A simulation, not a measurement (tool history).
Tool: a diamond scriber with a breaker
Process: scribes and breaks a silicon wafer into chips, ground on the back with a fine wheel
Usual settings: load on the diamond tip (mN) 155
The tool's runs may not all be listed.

run	hour	load on the diamond tip (mN)	wafers since the last listed run	hours since the diamond tip was replaced	hours since the load on the tip was calibrated	incoming depth of the damage left on the back of the incoming wafer, um	depth of the median crack under the scribed line (nm)	chips rejected at inspection after the break (%)
1	0	166	0	232.5	642.6	2.13	12530	2.84
# hour 15: diamond tip replaced by a new one
2	59.7	166	233	44.7	702.3	2.86	12540	3.9
3	104.3	155	180	89.3	746.9	2.94	11980	6.31
4	159.4	155	222	144.4	802	2.42	12130	5.69
5	191.2	155	128	176.2	833.8	2.14	11850	5.9
6	257.5	126	268	242.5	900.1	1.55	10430	21.2
# hour 275: diamond tip replaced by a new one
7	314.2	126	221	39.2	956.8	2.45	10440	22.2
8	358.8	155	180	83.8	1001.4	2.09	11900	6.19
9	395.3	155	147	120.3	1037.9	2.09	11780	6.69
10	465.6	155	284	190.6	1108.2	2.63	11830	7.27
11	504.7	155	158	229.7	1147.3	2.94	11750	7.72
# hour 542.6: diamond tip replaced by a new one
12	575.1	155	276	32.5	1217.7	2.38	11730	7.4
13	607.2	194	129	64.6	1249.8	1.69	13640	2.14
14	643.4	138	146	100.8	1286	2.64	10930	14.8
15	684.3	122	165	141.7	1326.9	2.68	9860	26.89
# hour 696.2: load on the tip recalibrated
# hour 775.2: diamond tip replaced by a new one
16	820.3	189	534	45.1	124.1	1.93	14310	5.24
17	879.2	169	238	104	183	1.81	13440	1.99
18	934.2	136	222	159	238	1.55	11440	8.88
19	970.4	110	146	195.2	274.2	2.66	9840	26.83
20	1006.5	117	146	231.3	310.3	2.74	10080	23.96
# hour 1012.6: diamond tip replaced by a new one
21	1051.1	135	172	38.5	354.9	2.82	11420	11.57
22	1111.3	155	243	98.7	415.1	2.41	12330	4.4
23	1141.1	190	120	128.5	444.9	2.97	14220	3.46
24	1169.8	155	116	157.2	473.6	2.27	12160	4.52

Forecast each of these 5 alternatives for the next run:
A	1170.4	200	2	157.8	474.2	2.35	?	?
B	1170.4	170	2	157.8	474.2	2.35	?	?
C	1170.4	197	2	157.8	474.2	2.35	?	?
D	1170.4	121	2	157.8	474.2	2.35	?	?
E	1170.4	178	2	157.8	474.2	2.35	?	?

run	depth of the median crack under the scribed line (nm)	chips rejected at inspection after the break (%)
A	14480	4.55
B	12990	2.33
C	14340	4.01
D	10340	21.67
E	13400	2.14
Without the tool's hidden state the same runs would have given:
run	depth of the median crack under the scribed line (nm)	chips rejected at inspection after the break (%)
A	15750	11.39
B	14130	3.34
C	15590	10.36
D	11250	11.43
E	14570	4.89
